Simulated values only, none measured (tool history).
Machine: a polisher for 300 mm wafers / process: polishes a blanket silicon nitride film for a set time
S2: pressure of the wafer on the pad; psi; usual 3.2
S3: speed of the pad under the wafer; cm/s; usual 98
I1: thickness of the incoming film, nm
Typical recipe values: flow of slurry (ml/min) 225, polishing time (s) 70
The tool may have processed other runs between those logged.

{"run": 1, "day": 0.0, "flow of slurry (ml/min)": 225, "S2": 3.2, "S3": 98, "polishing time (s)": 70, "I1": 908.1, "film removed (Å)": 1150}
{"run": 2, "day": 0.438, "flow of slurry (ml/min)": 225, "S2": 3.2, "S3": 98, "polishing time (s)": 70, "I1": 913.8, "film removed (Å)": 1148}
{"run": 3, "day": 1.05, "flow of slurry (ml/min)": 225, "S2": 3.2, "S3": 98, "polishing time (s)": 70, "I1": 904, "film removed (Å)": 1100}
{"run": 4, "day": 1.45, "flow of slurry (ml/min)": 225, "S2": 3.2, "S3": 98, "polishing time (s)": 70, "I1": 890.2, "film removed (Å)": 1114}
{"run": 5, "day": 2.167, "flow of slurry (ml/min)": 225, "S2": 3.2, "S3": 108, "polishing time (s)": 70, "I1": 926, "film removed (Å)": 1177}
{"run": 6, "day": 2.717, "flow of slurry (ml/min)": 225, "S2": 3.2, "S3": 108, "polishing time (s)": 70, "I1": 927, "film removed (Å)": 1159}
{"day": 3.025, "done": "worn pad replaced by a new one"}
{"run": 7, "day": 3.375, "flow of slurry (ml/min)": 225, "S2": 3.2, "S3": 108, "polishing time (s)": 70, "I1": 926.4, "film removed (Å)": 1265}
{"run": 8, "day": 3.821, "flow of slurry (ml/min)": 205, "S2": 3.2, "S3": 98, "polishing time (s)": 70, "I1": 922.2, "film removed (Å)": 1120}
{"day": 4.321, "done": "head pressure recalibrated"}
{"run": 9, "day": 4.342, "flow of slurry (ml/min)": 250, "S2": 3.2, "S3": 98, "polishing time (s)": 70, "I1": 915.1, "film removed (Å)": 1165}
{"run": 10, "day": 4.717, "flow of slurry (ml/min)": 195, "S2": 4.2, "S3": 122, "polishing time (s)": 91, "I1": 916.5, "film removed (Å)": 2242}
{"run": 11, "day": 5.354, "flow of slurry (ml/min)": 225, "S2": 2.6, "S3": 126, "polishing time (s)": 57, "I1": 906.3, "film removed (Å)": 918}
{"day": 5.604, "done": "slurry nozzle cleaned"}
{"run": 12, "day": 6.008, "flow of slurry (ml/min)": 155, "S2": 3.2, "S3": 108, "polishing time (s)": 70, "I1": 921.4, "film removed (Å)": 1173}
{"run": 13, "day": 6.625, "flow of slurry (ml/min)": 155, "S2": 3.2, "S3": 122, "polishing time (s)": 54, "I1": 922.2, "film removed (Å)": 991}
{"run": 14, "day": 7.371, "flow of slurry (ml/min)": 225, "S2": 3.2, "S3": 98, "polishing time (s)": 70, "I1": 917.1, "film removed (Å)": 1103}
{"run": 15, "day": 7.962, "flow of slurry (ml/min)": 160, "S2": 2.4, "S3": 98, "polishing time (s)": 82, "I1": 917.4, "film removed (Å)": 943}
{"day": 8.458, "done": "worn pad replaced by a new one"}
{"run": 16, "day": 8.479, "flow of slurry (ml/min)": 160, "S2": 2.4, "S3": 98, "polishing time (s)": 82, "I1": 898.8, "film removed (Å)": 1022}

Consider 3 possible next runs. They are alternatives, not a sequence: every one starts from the tool as it was left by run 16. What does each give?
{"run": "A", "day": 8.496, "flow of slurry (ml/min)": 275, "S2": 3.2, "S3": 98, "polishing time (s)": 70, "I1": 903.7, "film removed (Å)": "?"}
{"run": "B", "day": 8.496, "flow of slurry (ml/min)": 145, "S2": 3.2, "S3": 88, "polishing time (s)": 70, "I1": 903.7, "film removed (Å)": "?"}
{"run": "C", "day": 8.496, "flow of slurry (ml/min)": 190, "S2": 3.2, "S3": 98, "polishing time (s)": 86, "I1": 903.7, "film removed (Å)": "?"}

run=A film_removed_(Å)=1194
run=B film_removed_(Å)=1042
run=C film_removed_(Å)=1426
With no hidden state in the tool, these same runs would have given:
run=A film_removed_(Å)=1202
run=B film_removed_(Å)=1050
run=C film_removed_(Å)=1436

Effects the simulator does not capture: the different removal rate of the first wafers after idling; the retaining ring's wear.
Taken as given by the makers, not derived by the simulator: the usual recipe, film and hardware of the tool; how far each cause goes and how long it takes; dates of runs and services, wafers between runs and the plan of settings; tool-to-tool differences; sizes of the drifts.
